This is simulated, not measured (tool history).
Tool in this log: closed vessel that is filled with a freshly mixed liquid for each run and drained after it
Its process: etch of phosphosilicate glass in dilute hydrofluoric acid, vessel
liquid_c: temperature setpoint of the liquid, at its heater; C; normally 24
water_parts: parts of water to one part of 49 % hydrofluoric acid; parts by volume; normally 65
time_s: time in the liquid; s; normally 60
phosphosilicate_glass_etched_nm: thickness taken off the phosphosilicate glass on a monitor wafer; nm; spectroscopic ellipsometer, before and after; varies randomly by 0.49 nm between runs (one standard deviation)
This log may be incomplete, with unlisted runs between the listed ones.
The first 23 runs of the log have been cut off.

run,hour,liquid_c,water_parts,time_s,wafers since the last listed run,hours since the thermometer was replaced,hours since the hydrofluoric acid flow meter was replaced,hours since the gauge calibration,"read-back film thickness of the phosphosilicate glass reference wafer, read on the same gauge (nm)",phosphosilicate_glass_etched_nm
24,1363.1,24,65,90,4542,283,355.4,1116.3,89.96,122.75
25,1402.4,24,65,60,3814,322.3,394.7,1155.6,90.02,82.34
26,1455.7,24,65,60,5173,375.6,448,1208.9,89.98,82.33
27,1523.2,24,65,70,6551,443.1,515.5,1276.4,89.99,96.5
28,1574.6,24,65,60,4988,494.5,566.9,1327.8,90.01,82.83
29,1604.6,21.5,65,60,2911,524.5,596.9,1357.8,89.99,75.51
30,1630.8,24,75,40,2542,550.7,623.1,1384,89.99,47.66
31,1691.7,22.5,95,40,5910,611.6,684,1444.9,90,34.71

Here are 5 independent what-if runs from the current tool condition. What would each one return?
A,1692.4,24,90,60,67,612.3,684.7,1445.6,?,?
B,1692.4,24,85,80,67,612.3,684.7,1445.6,?,?
C,1692.4,21,80,45,67,612.3,684.7,1445.6,?,?
D,1692.4,27,35,60,67,612.3,684.7,1445.6,?,?
E,1692.4,27,40,70,67,612.3,684.7,1445.6,?,?

run,"read-back film thickness of the phosphosilicate glass reference wafer, read on the same gauge (nm)",phosphosilicate_glass_etched_nm
A,90,59.03
B,90,83.83
C,90,44.59
D,90,184
E,90,186.55
The same runs, with their run-to-run variation unchanged, on a tool lacking any hidden condition would have given:
run,phosphosilicate_glass_etched_nm
A,56.33
B,80.03
C,42.59
D,176.06
E,178.43

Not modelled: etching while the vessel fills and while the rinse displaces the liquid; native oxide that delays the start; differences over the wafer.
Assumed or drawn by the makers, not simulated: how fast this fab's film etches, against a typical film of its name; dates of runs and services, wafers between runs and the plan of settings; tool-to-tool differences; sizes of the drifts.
